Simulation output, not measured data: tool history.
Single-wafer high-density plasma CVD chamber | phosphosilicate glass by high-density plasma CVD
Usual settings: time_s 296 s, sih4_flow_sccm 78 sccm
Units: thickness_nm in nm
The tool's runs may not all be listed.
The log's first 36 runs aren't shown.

run    hour  time_s  sih4_flow_sccm  read-back reference wafer on the same gauge, thickness_nm  thickness_nm
 37  2451.8     354              71                                                   2487.886      2380.335
 38  2503.2     318              86                                                   2490.731      2594.558
 39  2608.7     312              73                                                   2490.492      2154.780
 40  2703.0     296              78                                                   2489.072      2190.917
 41  2770.6     269              85                                                   2491.096      2168.768
 42  2835.8     352              86                                                   2490.308      2876.255
 43  2926.7     280              78                                                   2489.825      2079.370
 44  2963.5     296              78                                                   2490.307      2206.540
 45  3051.7     255              68                                                   2488.963      1648.112
 46  3139.0     352              88                                                   2489.555      2961.104

Forecast each of these 4 alternatives for the next run:
  A  3139.5     260              78                                                          ?             ?
  B  3139.5     277              90                                                          ?             ?
  C  3139.5     316              78                                                          ?             ?
  D  3139.5     335              84                                                          ?             ?

run  read-back reference wafer on the same gauge, thickness_nm  thickness_nm
  A                                                   2491.459      1936.990
  B                                                   2491.459      2381.122
  C                                                   2491.459      2354.188
  D                                                   2491.459      2687.717
Without the tool's hidden state the same runs would have given:
run  thickness_nm
  A      1927.874
  B      2369.916
  C      2343.108
  D      2675.068

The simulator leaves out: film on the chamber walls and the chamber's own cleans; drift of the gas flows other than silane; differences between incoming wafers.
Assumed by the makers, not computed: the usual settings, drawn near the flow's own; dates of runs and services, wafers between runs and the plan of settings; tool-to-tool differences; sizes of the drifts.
